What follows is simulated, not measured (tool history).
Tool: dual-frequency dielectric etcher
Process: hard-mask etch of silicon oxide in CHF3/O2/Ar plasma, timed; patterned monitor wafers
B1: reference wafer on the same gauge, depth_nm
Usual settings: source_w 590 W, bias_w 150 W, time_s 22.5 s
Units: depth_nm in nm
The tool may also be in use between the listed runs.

Run 1, hour 0: usual settings; B1 38.14. Result: depth_nm 41.81 nm.
Run 2, hour 22.2: usual settings; B1 38.2. Result: depth_nm 41.84 nm.
Run 3, hour 50.3: usual settings; B1 38.21. Result: depth_nm 41.85 nm.
Run 4, hour 85.9: usual settings; B1 38.21. Result: depth_nm 42.02 nm.
Run 5, hour 104.6: usual settings; B1 38.22. Result: depth_nm 41.75 nm.
Run 6, hour 135.4: usual settings; B1 38.24. Result: depth_nm 41.85 nm.
Run 7, hour 158.4: usual settings but bias_w 128 W, time_s 25 s; B1 38.24. Result: depth_nm 43.43 nm.
Run 8, hour 184.9: usual settings but bias_w 128 W, time_s 25 s; B1 38.25. Result: depth_nm 43.93 nm.
Run 9, hour 218: usual settings; B1 38.25. Result: depth_nm 41.81 nm.
Run 10, hour 240.7: usual settings; B1 37.28. Result: depth_nm 40.85 nm.
Run 11, hour 272.8: usual settings; B1 37.43. Result: depth_nm 40.64 nm.
Run 12, hour 298.6: usual settings; B1 37.47. Result: depth_nm 41.06 nm.
Run 13, hour 316: usual settings; B1 37.61. Result: depth_nm 41.37 nm.
Run 14, hour 343.2: usual settings; B1 37.61. Result: depth_nm 41.09 nm.
Run 15, hour 358: usual settings but source_w 710 W, bias_w 161 W, time_s 17.5 s; B1 37.66. Result: depth_nm 35.04 nm.
Run 16, hour 372.2: usual settings; B1 37.71. Result: depth_nm 41.28 nm.
Run 17, hour 429.6: usual settings but source_w 710 W, bias_w 124 W, time_s 27.5 s; B1 37.78. Result: depth_nm 50.13 nm.
Run 18, hour 430.9: usual settings but source_w 710 W, bias_w 168 W, time_s 16.5 s; B1 37.81. Result: depth_nm 33.97 nm.
Run 19, hour 461.7: usual settings but time_s 27 s; B1 37.92. Result: depth_nm 49.78 nm.
Run 20, hour 558.7: usual settings; B1 38.01. Result: depth_nm 41.54 nm.
Run 21, hour 570.8: usual settings but source_w 740 W, time_s 16 s; B1 38.01. Result: depth_nm 31.96 nm.
Run 22, hour 584.1: usual settings but source_w 440 W, bias_w 127 W; B1 38.04. Result: depth_nm 34.94 nm.
Run 23, hour 612.2: usual settings but bias_w 124 W, time_s 20 s; B1 38.09. Result: depth_nm 34.21 nm.
Run 24, hour 634.3: usual settings but bias_w 169 W; B1 38.1. Result: depth_nm 43.62 nm.
Run 25, hour 648.6: usual settings but time_s 27.5 s; B1 38.06. Result: depth_nm 50.8 nm.
Run 26, hour 669.3: usual settings but source_w 710 W, bias_w 131 W; B1 38.03. Result: depth_nm 42.25 nm.
Run 27, hour 688.3: usual settings but bias_w 128 W, time_s 25 s; B1 38.16. Result: depth_nm 43.42 nm.
Run 28, hour 719.1: usual settings but source_w 680 W, bias_w 187 W; B1 38.12. Result: depth_nm 48.09 nm.
Run 29, hour 743.1: usual settings but source_w 530 W, bias_w 140 W, time_s 16.5 s; B1 38.16. Result: depth_nm 28.46 nm.

Taken out of this log: 6 entries between the listed runs. Where each belongs, and how the hidden state differs across it:
Between runs 1 and 2: wet clean of the chamber (hour 4)
  gauge reads high (%): 2.65 -> 2.68
  measured less the result without the state, depth_nm: +1.08 -> +1.09 nm
Between runs 9 and 10: gauge calibrated (hour 229.2)
  gauge reads high (%): 2.83 -> 0.194
  measured less the result without the state, depth_nm: +1.15 -> +0.08 nm
Between runs 16 and 17: upper electrode replaced (hour 429.1)
  gauge reads high (%): 1.37 -> 1.7
  measured less the result without the state, depth_nm: +0.56 -> +0.84 nm
Between runs 19 and 20: source power generator calibrated (hour 500.1); bias power generator calibrated (hour 505.7); wet clean of the chamber (hour 527.9)
  gauge reads high (%): 1.85 -> 2.19
  measured less the result without the state, depth_nm: +0.91 -> +0.89 nm
